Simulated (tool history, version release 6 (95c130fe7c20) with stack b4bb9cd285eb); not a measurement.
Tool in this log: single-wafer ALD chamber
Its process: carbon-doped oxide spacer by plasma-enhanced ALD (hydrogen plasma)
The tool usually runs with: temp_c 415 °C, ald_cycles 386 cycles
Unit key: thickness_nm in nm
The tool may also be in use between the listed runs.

run,day,temp_c,ald_cycles,"read-back reference wafer on the same gauge, thickness_nm",thickness_nm
1,0.000,420,386,16.617,19.087
2,4.288,420,386,16.610,19.104
3,6.062,420,386,16.592,18.994
4,9.904,415,386,16.595,19.652
5,11.496,415,406,16.590,20.503
6,15.812,415,406,16.587,20.470
7,19.725,415,406,16.603,20.237
8,22.375,415,357,16.602,18.041
9,25.000,415,357,16.618,17.976
10,27.412,415,386,16.601,19.391
11,29.750,415,386,16.589,19.374
12,32.317,415,386,16.598,19.350
13,35.796,415,386,16.580,19.294
14,40.329,415,386,16.588,19.366
15,43.054,415,386,16.597,19.393
16,46.546,415,386,16.598,19.385
17,50.588,415,386,16.613,19.253
18,54.179,406,386,16.588,19.863
19,58.492,428,313,16.612,15.082
20,62.658,421,386,16.599,18.973
21,64.792,415,406,16.621,20.323
# day 66.733: thermocouple changed; heater temperature recalibrated
22,68.275,423,315,16.597,15.433
23,71.604,415,386,16.595,19.391
24,73.754,415,340,16.583,17.133
# day 75.308: gauge calibrated
25,76.783,415,444,16.591,22.235
26,80.462,430,362,16.597,17.485
27,83.908,415,321,16.576,16.058
28,87.308,430,362,16.577,17.493
29,90.842,424,362,16.602,17.879
30,95.288,421,332,16.601,16.286
31,99.729,405,356,16.615,18.264
32,101.779,415,444,16.601,21.963
33,104.512,422,438,16.589,21.646
34,106.992,415,436,16.583,22.044
35,110.171,415,332,16.594,16.639

What the log doesn't show, run by run:
wafer temperature above the value expected at the setpoint (K): 0 at every run
gauge reads high (%): 0 at every run
